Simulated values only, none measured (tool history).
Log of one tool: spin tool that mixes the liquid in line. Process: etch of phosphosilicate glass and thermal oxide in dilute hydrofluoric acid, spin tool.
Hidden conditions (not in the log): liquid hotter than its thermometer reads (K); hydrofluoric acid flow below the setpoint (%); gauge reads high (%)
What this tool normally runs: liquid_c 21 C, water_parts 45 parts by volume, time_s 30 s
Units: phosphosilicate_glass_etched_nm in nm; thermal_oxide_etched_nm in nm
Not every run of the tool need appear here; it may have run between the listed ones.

run,hour,liquid_c,water_parts,time_s,wafers since the last listed run,hours since the thermometer was replaced,hours since the hydrofluoric acid flow meter was replaced,hours since the gauge calibration,"read-back film thickness of the phosphosilicate glass reference wafer, read on the same gauge (nm)","read-back film thickness of the thermal oxide reference wafer, read on the same gauge (nm)",phosphosilicate_glass_etched_nm,thermal_oxide_etched_nm
1,0,17.5,45,30,0,1012,2024.2,572.1,141.95,30.339,57.15,2.363
2,49.4,21,45,30,569,1061.4,2073.6,621.5,142.03,30.432,66.2,2.729
3,81.7,21,45,30,372,1093.7,2105.9,653.8,142.11,30.454,66.59,2.809
4,134.5,21,45,30,609,1146.5,2158.7,706.6,142.14,30.442,66.04,2.783
5,192.3,21,45,30,666,1204.3,2216.5,764.4,142.22,30.514,66.36,2.806
6,216.5,21,45,40,279,1228.5,2240.7,788.6,142.21,30.475,88.29,3.717
7,246.4,21,45,30,344,1258.4,2270.6,818.5,142.26,30.461,66.17,2.796
8,313.2,21,45,30,770,1325.2,2337.4,885.3,142.31,30.427,67.29,2.827
9,343.6,21,45,30,350,1355.6,2367.8,915.7,142.36,30.48,66.43,2.806
# hour 428.6: hydrofluoric acid flow meter replaced
# hour 475.5: gauge calibrated
10,510.3,21,45,30,1911,1522.3,81.7,34.8,140.36,30.1,66.05,2.798
11,547.5,21,45,30,429,1559.5,118.9,72,140.65,30.125,65.93,2.794
12,585.2,21,40,30,434,1597.2,156.6,109.7,140.91,30.205,75.35,3.166
13,657,21,45,35,828,1669,228.4,181.5,141.31,30.284,77.41,3.275
14,687.6,19.5,45,30,352,1699.6,259,212.1,141.41,30.26,62.22,2.639
15,798.3,18.5,35,30,1276,1810.3,369.7,322.8,141.9,30.384,77.38,3.335
# hour 817.5: thermometer replaced
16,845.5,21,45,20,532,28,416.9,370,142.03,30.405,44.56,1.876
17,901.9,25,45,45,650,84.4,473.3,426.4,142.17,30.448,117.89,5.012
18,944.2,21,45,30,487,126.7,515.6,468.7,142.28,30.461,66.56,2.818
19,1010.2,21,45,30,761,192.7,581.6,534.7,142.5,30.494,66.52,2.821
20,1046.4,23,40,30,417,228.9,617.8,570.9,142.52,30.551,82.65,3.431
21,1116.1,22.5,45,30,803,298.6,687.5,640.6,142.7,30.585,71.39,3.044

Entry by entry between the runs, the difference in hidden state between the last listed run before and the first listed run after:
Runs 9 to 10: hydrofluoric acid flow meter replaced (hour 428.6); gauge calibrated (hour 475.5)
  gauge reads high (%): 1.68 -> 0.287
  measured value less the no-hidden-state value, phosphosilicate_glass_etched_nm: +1.1 -> +0.19 nm; thermal_oxide_etched_nm: +0.046 -> +0.008 nm
Runs 15 to 16: thermometer replaced (hour 817.5)
  gauge reads high (%): 1.36 -> 1.47
  measured value less the no-hidden-state value, phosphosilicate_glass_etched_nm: +1.04 -> +0.65 nm; thermal_oxide_etched_nm: +0.045 -> +0.027 nm

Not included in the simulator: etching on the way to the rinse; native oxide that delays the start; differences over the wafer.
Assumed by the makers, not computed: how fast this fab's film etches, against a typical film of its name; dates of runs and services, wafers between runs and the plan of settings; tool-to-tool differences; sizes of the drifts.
